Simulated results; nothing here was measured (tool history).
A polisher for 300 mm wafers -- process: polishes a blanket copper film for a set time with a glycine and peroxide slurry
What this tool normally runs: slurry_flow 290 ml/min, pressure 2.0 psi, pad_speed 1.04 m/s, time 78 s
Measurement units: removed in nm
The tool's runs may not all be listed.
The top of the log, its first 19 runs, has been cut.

| run | hour | slurry_flow | pressure | pad_speed | time | incoming thickness of the incoming film, nm | removed |
|---|---|---|---|---|---|---|---|
| 20 | 220.0 | 325 | 2.0 | 0.78 | 87 | 2220.3 | 272.0 |
| 21 | 236.3 | 290 | 2.0 | 1.04 | 78 | 2227.1 | 264.7 |
| 22 | 249.4 | 290 | 1.8 | 1.38 | 78 | 2268.6 | 267.6 |
|  | 260.2 | worn pad replaced by a new one |
|  | 271.1 | slurry nozzle cleaned |
| 23 | 281.8 | 290 | 2.0 | 1.04 | 78 | 2229.0 | 278.6 |
| 24 | 290.7 | 355 | 2.0 | 1.04 | 78 | 2234.0 | 286.8 |
| 25 | 300.6 | 290 | 2.3 | 1.04 | 78 | 2279.4 | 310.0 |
| 26 | 312.7 | 290 | 2.0 | 1.38 | 78 | 2204.1 | 309.1 |
| 27 | 328.8 | 380 | 2.0 | 1.04 | 66 | 2267.3 | 232.5 |
| 28 | 335.5 | 250 | 1.4 | 1.04 | 99 | 2230.0 | 238.6 |
| 29 | 346.6 | 290 | 2.0 | 1.04 | 78 | 2249.1 | 267.4 |
| 30 | 353.1 | 375 | 2.0 | 0.82 | 78 | 2200.8 | 249.3 |
| 31 | 359.5 | 290 | 1.4 | 1.04 | 78 | 2274.1 | 189.5 |
| 32 | 374.1 | 290 | 2.0 | 0.74 | 78 | 2285.6 | 229.8 |
|  | 378.8 | worn pad replaced by a new one |
| 33 | 380.5 | 375 | 2.0 | 0.72 | 78 | 2234.9 | 254.2 |
| 34 | 387.7 | 290 | 2.0 | 0.74 | 78 | 2231.5 | 248.9 |
| 35 | 404.8 | 290 | 2.0 | 0.72 | 78 | 2262.0 | 244.8 |
| 36 | 414.2 | 320 | 2.4 | 1.04 | 100 | 2228.6 | 424.1 |
| 37 | 430.5 | 290 | 1.4 | 1.18 | 54 | 2225.1 | 139.9 |

Branching from run 37: 4 alternative next runs. What would each branch give?
| A | 431.0 | 290 | 2.0 | 1.04 | 78 | 2218.8 | ? |
| B | 431.0 | 205 | 2.0 | 1.04 | 78 | 2218.8 | ? |
| C | 431.0 | 380 | 2.0 | 1.04 | 54 | 2218.8 | ? |
| D | 431.0 | 290 | 2.2 | 1.04 | 78 | 2218.8 | ? |

| run | removed |
|---|---|
| A | 275.1 |
| B | 269.9 |
| C | 193.2 |
| D | 301.8 |
Had the tool no hidden state, the same runs would have come out as:
| run | removed |
|---|---|
| A | 286.7 |
| B | 281.2 |
| C | 201.3 |
| D | 314.5 |
